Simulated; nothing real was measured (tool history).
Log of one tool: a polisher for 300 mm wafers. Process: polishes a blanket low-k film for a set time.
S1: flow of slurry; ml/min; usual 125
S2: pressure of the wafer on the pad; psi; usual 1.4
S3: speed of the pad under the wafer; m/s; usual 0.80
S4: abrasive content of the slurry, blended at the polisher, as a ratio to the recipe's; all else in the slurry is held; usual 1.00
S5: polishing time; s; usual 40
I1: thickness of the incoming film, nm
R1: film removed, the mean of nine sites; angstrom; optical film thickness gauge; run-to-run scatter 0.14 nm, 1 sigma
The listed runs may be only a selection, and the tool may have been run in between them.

Run 1, hour 0.0: usual settings; I1 753.2. Result: R1 112 angstrom.
At hour 61.3: conditioning disc replaced and pad reconditioned.
Run 2, hour 61.8: usual settings; I1 738.3. Result: R1 110 angstrom.
At hour 78.6: worn pad replaced by a new one.
Run 3, hour 88.1: usual settings; I1 753.2. Result: R1 111 angstrom.
Run 4, hour 132.2: usual settings but S3 0.72 m/s, S5 50 s; I1 738.8. Result: R1 130 angstrom.
At hour 145.0: slurry nozzle cleaned.
Run 5, hour 196.0: usual settings but S3 0.72 m/s, S5 50 s; I1 737.6. Result: R1 127 angstrom.
At hour 206.7: conditioning disc replaced and pad reconditioned.
At hour 212.5: worn pad replaced by a new one.
Run 6, hour 252.5: usual settings but S3 0.72 m/s, S5 50 s; I1 723.3. Result: R1 126 angstrom.
At hour 297.7: slurry blender recalibrated.
Run 7, hour 300.1: usual settings but S3 0.58 m/s; I1 743.9. Result: R1 88 angstrom.
At hour 333.1: head pressure recalibrated.
Run 8, hour 335.3: usual settings but S3 0.58 m/s; I1 729.2. Result: R1 105 angstrom.
At hour 356.1: conditioning disc replaced and pad reconditioned.
At hour 363.5: worn pad replaced by a new one.
Run 9, hour 364.0: usual settings; I1 734.1. Result: R1 125 angstrom.
Run 10, hour 420.4: usual settings but S2 1.8 psi, S3 0.58 m/s, S4 0.85; I1 753.6. Result: R1 124 angstrom.
At hour 462.3: slurry nozzle cleaned.
Run 11, hour 474.9: usual settings but S5 35 s; I1 742.6. Result: R1 107 angstrom.
At hour 499.0: conditioning disc replaced and pad reconditioned.
At hour 503.0: worn pad replaced by a new one.
Run 12, hour 508.4: usual settings but S1 115 ml/min; I1 745.7. Result: R1 118 angstrom.
Run 13, hour 541.0: usual settings; I1 737.3. Result: R1 118 angstrom.
Run 14, hour 570.6: usual settings but S3 1.06 m/s, S5 53 s; I1 749.5. Result: R1 183 angstrom.
Run 15, hour 609.9: usual settings but S1 165 ml/min, S5 33 s; I1 749.5. Result: R1 104 angstrom.
At hour 616.1: conditioning disc replaced and pad reconditioned.
At hour 637.5: worn pad replaced by a new one.
Run 16, hour 674.5: usual settings but S3 0.60 m/s, S4 0.80; I1 726.0. Result: R1 89 angstrom.

Here are 3 independent what-if runs from the current tool condition. What would each one return?
Run A, hour 674.9: usual settings; I1 745.7. Result: R1 ?.
Run B, hour 674.9: usual settings but S2 1.5 psi, S3 0.94 m/s, S4 0.80, S5 47 s; I1 745.7. Result: R1 ?.
Run C, hour 674.9: usual settings but S1 85 ml/min, S2 1.6 psi, S4 1.10; I1 745.7. Result: R1 ?.

run   R1
  A  118
  B  150
  C  127
Had the tool no hidden state, the same runs would have come out as:
run   R1
  A  126
  B  161
  C  137

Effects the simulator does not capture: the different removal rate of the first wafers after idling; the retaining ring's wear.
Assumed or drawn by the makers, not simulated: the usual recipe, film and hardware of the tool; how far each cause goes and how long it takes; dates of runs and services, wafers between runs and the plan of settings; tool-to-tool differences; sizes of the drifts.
